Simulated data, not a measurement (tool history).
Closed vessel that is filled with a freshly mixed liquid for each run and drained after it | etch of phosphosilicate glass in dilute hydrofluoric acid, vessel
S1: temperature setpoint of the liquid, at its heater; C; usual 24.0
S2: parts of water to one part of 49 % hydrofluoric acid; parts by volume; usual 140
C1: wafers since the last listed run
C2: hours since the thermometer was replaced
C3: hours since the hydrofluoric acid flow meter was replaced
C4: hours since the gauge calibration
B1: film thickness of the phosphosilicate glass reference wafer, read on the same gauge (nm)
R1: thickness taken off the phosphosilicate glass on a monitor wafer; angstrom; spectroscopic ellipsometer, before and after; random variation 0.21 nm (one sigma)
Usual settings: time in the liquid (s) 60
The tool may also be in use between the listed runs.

run 1 day=0.000 | S1=24.0 S2=140 time_in_the_liquid_(s)=60 | C1=0 C2=822.7 C3=977.1 C4=245.1 | B1=109.99 | R1=719.8
-- day=0.004 gauge calibrated
run 2 day=0.496 | S1=23.0 S2=175 time_in_the_liquid_(s)=60 | C1=921 C2=834.6 C3=989.0 C4=11.8 | B1=110.01 | R1=528.4
run 3 day=1.004 | S1=24.0 S2=95 time_in_the_liquid_(s)=70 | C1=945 C2=846.8 C3=1001.2 C4=24.0 | B1=109.99 | R1=1308.9
run 4 day=1.333 | S1=21.0 S2=140 time_in_the_liquid_(s)=60 | C1=612 C2=854.7 C3=1009.1 C4=31.9 | B1=110.00 | R1=643.8
run 5 day=2.667 | S1=21.0 S2=140 time_in_the_liquid_(s)=60 | C1=2479 C2=886.7 C3=1041.1 C4=63.9 | B1=110.00 | R1=644.4
run 6 day=3.250 | S1=24.0 S2=100 time_in_the_liquid_(s)=55 | C1=1084 C2=900.7 C3=1055.1 C4=77.9 | B1=110.01 | R1=974.1
run 7 day=3.762 | S1=24.0 S2=140 time_in_the_liquid_(s)=60 | C1=952 C2=913.0 C3=1067.4 C4=90.2 | B1=110.03 | R1=724.7
run 8 day=4.246 | S1=24.0 S2=140 time_in_the_liquid_(s)=60 | C1=898 C2=924.6 C3=1079.0 C4=101.8 | B1=110.00 | R1=725.7
run 9 day=4.750 | S1=24.0 S2=140 time_in_the_liquid_(s)=60 | C1=937 C2=936.7 C3=1091.1 C4=113.9 | B1=109.99 | R1=730.5
run 10 day=5.475 | S1=24.0 S2=140 time_in_the_liquid_(s)=60 | C1=1348 C2=954.1 C3=1108.5 C4=131.3 | B1=110.01 | R1=725.3
run 11 day=5.954 | S1=21.5 S2=140 time_in_the_liquid_(s)=60 | C1=891 C2=965.6 C3=1120.0 C4=142.8 | B1=110.03 | R1=662.7
run 12 day=6.379 | S1=21.5 S2=140 time_in_the_liquid_(s)=60 | C1=790 C2=975.8 C3=1130.2 C4=153.0 | B1=110.01 | R1=662.6
run 13 day=6.700 | S1=21.5 S2=140 time_in_the_liquid_(s)=60 | C1=596 C2=983.5 C3=1137.9 C4=160.7 | B1=110.01 | R1=665.0
run 14 day=7.133 | S1=24.0 S2=90 time_in_the_liquid_(s)=60 | C1=805 C2=993.9 C3=1148.3 C4=171.1 | B1=109.99 | R1=1212.9
run 15 day=7.496 | S1=24.0 S2=90 time_in_the_liquid_(s)=60 | C1=674 C2=1002.6 C3=1157.0 C4=179.8 | B1=109.99 | R1=1215.0
run 16 day=8.179 | S1=20.5 S2=140 time_in_the_liquid_(s)=30 | C1=1270 C2=1019.0 C3=1173.4 C4=196.2 | B1=109.99 | R1=318.6
run 17 day=8.871 | S1=19.5 S2=90 time_in_the_liquid_(s)=80 | C1=1286 C2=1035.6 C3=1190.0 C4=212.8 | B1=109.99 | R1=1352.7
-- day=9.100 hydrofluoric acid flow meter replaced
-- day=9.471 gauge calibrated
run 18 day=9.521 | S1=24.0 S2=140 time_in_the_liquid_(s)=60 | C1=1131 C2=1051.2 C3=10.1 C4=1.2 | B1=110.03 | R1=733.9
run 19 day=9.825 | S1=26.0 S2=140 time_in_the_liquid_(s)=35 | C1=565 C2=1058.5 C3=17.4 C4=8.5 | B1=110.00 | R1=461.5
run 20 day=10.550 | S1=24.0 S2=140 time_in_the_liquid_(s)=60 | C1=1348 C2=1075.9 C3=34.8 C4=25.9 | B1=110.01 | R1=735.3
run 21 day=10.854 | S1=21.5 S2=140 time_in_the_liquid_(s)=60 | C1=565 C2=1083.2 C3=42.1 C4=33.2 | B1=109.99 | R1=667.0
-- day=11.375 thermometer replaced
run 22 day=11.525 | S1=24.0 S2=190 time_in_the_liquid_(s)=60 | C1=1169 C2=3.6 C3=58.2 C4=49.3 | B1=109.99 | R1=467.4
run 23 day=12.071 | S1=24.0 S2=140 time_in_the_liquid_(s)=40 | C1=1014 C2=16.7 C3=71.3 C4=62.4 | B1=109.98 | R1=449.2
run 24 day=12.367 | S1=28.5 S2=200 time_in_the_liquid_(s)=35 | C1=550 C2=23.8 C3=78.4 C4=69.5 | B1=110.01 | R1=301.8
run 25 day=12.983 | S1=28.5 S2=140 time_in_the_liquid_(s)=60 | C1=1146 C2=38.6 C3=93.2 C4=84.3 | B1=109.98 | R1=795.0
run 26 day=13.708 | S1=24.0 S2=140 time_in_the_liquid_(s)=60 | C1=1348 C2=56.0 C3=110.6 C4=101.7 | B1=110.00 | R1=678.1
run 27 day=14.308 | S1=24.0 S2=140 time_in_the_liquid_(s)=60 | C1=1115 C2=70.4 C3=125.0 C4=116.1 | B1=109.98 | R1=675.0
run 28 day=14.688 | S1=27.0 S2=185 time_in_the_liquid_(s)=90 | C1=705 C2=79.5 C3=134.1 C4=125.2 | B1=110.01 | R1=812.8
run 29 day=15.208 | S1=28.5 S2=140 time_in_the_liquid_(s)=60 | C1=968 C2=92.0 C3=146.6 C4=137.7 | B1=110.02 | R1=801.6
run 30 day=15.662 | S1=26.5 S2=85 time_in_the_liquid_(s)=40 | C1=844 C2=102.9 C3=157.5 C4=148.6 | B1=110.00 | R1=880.1

5 ways to go on from here, each from the tool as it stands after run 30. What would each give?
run A day=15.692 | S1=24.0 S2=140 time_in_the_liquid_(s)=60 | C1=54 C2=103.6 C3=158.2 C4=149.3 | B1=? | R1=?
run B day=15.692 | S1=24.0 S2=140 time_in_the_liquid_(s)=95 | C1=54 C2=103.6 C3=158.2 C4=149.3 | B1=? | R1=?
run C day=15.692 | S1=22.5 S2=140 time_in_the_liquid_(s)=60 | C1=54 C2=103.6 C3=158.2 C4=149.3 | B1=? | R1=?
run D day=15.692 | S1=24.0 S2=110 time_in_the_liquid_(s)=60 | C1=54 C2=103.6 C3=158.2 C4=149.3 | B1=? | R1=?
run E day=15.692 | S1=26.0 S2=140 time_in_the_liquid_(s)=60 | C1=54 C2=103.6 C3=158.2 C4=149.3 | B1=? | R1=?

run=A B1=110.00 R1=676.5
run=B B1=110.00 R1=1071.1
run=C B1=110.00 R1=638.4
run=D B1=110.00 R1=892.4
run=E B1=110.00 R1=729.8
Without the tool's hidden state the same runs would have given:
run=A R1=663.9
run=B R1=1051.1
run=C R1=626.3
run=D R1=875.4
run=E R1=716.4
